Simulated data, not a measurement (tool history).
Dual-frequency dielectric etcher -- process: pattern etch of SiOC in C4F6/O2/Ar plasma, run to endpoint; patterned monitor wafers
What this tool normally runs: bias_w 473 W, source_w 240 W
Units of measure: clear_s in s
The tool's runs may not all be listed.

| run | hour | bias_w | source_w | incoming incoming film thickness, nm | clear_s |
|---|---|---|---|---|---|
| 1 | 0 | 564 | 240 | 48.04 | 18.5 |
|  | 9.1 | wet clean of the chamber |
| 2 | 24.3 | 436 | 240 | 47.94 | 19.4 |
| 3 | 39.2 | 426 | 270 | 48.57 | 18.7 |
| 4 | 72.1 | 473 | 210 | 48.63 | 20.5 |
| 5 | 114.8 | 473 | 250 | 48.6 | 19.2 |
| 6 | 157.1 | 473 | 250 | 48.31 | 19 |
| 7 | 172.1 | 473 | 250 | 47.9 | 19.1 |
| 8 | 207.8 | 473 | 270 | 47.91 | 18 |
| 9 | 232.6 | 473 | 270 | 48.22 | 18.5 |
| 10 | 259.5 | 473 | 240 | 48.23 | 19.6 |
|  | 267.1 | source power generator calibrated |
|  | 309.8 | upper electrode replaced |
| 11 | 310.3 | 473 | 240 | 48.18 | 19.5 |
| 12 | 328.2 | 530 | 280 | 48.18 | 17.8 |
| 13 | 353.4 | 473 | 200 | 48.16 | 21.6 |
|  | 387.6 | wet clean of the chamber |
| 14 | 388.1 | 473 | 280 | 48.26 | 17.6 |
| 15 | 399.4 | 551 | 210 | 48.52 | 19.2 |
| 16 | 476.1 | 422 | 220 | 47.67 | 20.6 |
|  | 497.2 | bias power generator calibrated |
| 17 | 501.5 | 411 | 210 | 47.68 | 21.2 |
| 18 | 522.6 | 473 | 240 | 48.21 | 19.1 |
| 19 | 539.2 | 391 | 280 | 47.92 | 19.5 |
| 20 | 574.6 | 431 | 270 | 48.26 | 19 |
| 21 | 608 | 519 | 260 | 47.9 | 18 |
| 22 | 639.5 | 473 | 240 | 48.32 | 19.3 |
| 23 | 663.4 | 473 | 240 | 48.06 | 19.6 |
| 24 | 693.3 | 473 | 240 | 47.89 | 19.6 |

Branching from run 24: 5 alternative next runs. What would each branch give?
| A | 693.7 | 473 | 240 | 47.91 | ? |
| B | 693.7 | 433 | 210 | 47.91 | ? |
| C | 693.7 | 531 | 220 | 47.91 | ? |
| D | 693.7 | 473 | 260 | 47.91 | ? |
| E | 693.7 | 437 | 270 | 47.91 | ? |

| run | clear_s |
|---|---|
| A | 19.3 |
| B | 21.2 |
| C | 19.1 |
| D | 18.6 |
| E | 18.9 |
Stripped of hidden state, with their random variation kept, the same runs would have yielded:
| run | clear_s |
|---|---|
| A | 18.5 |
| B | 20.4 |
| C | 18.4 |
| D | 17.9 |
| E | 18.2 |
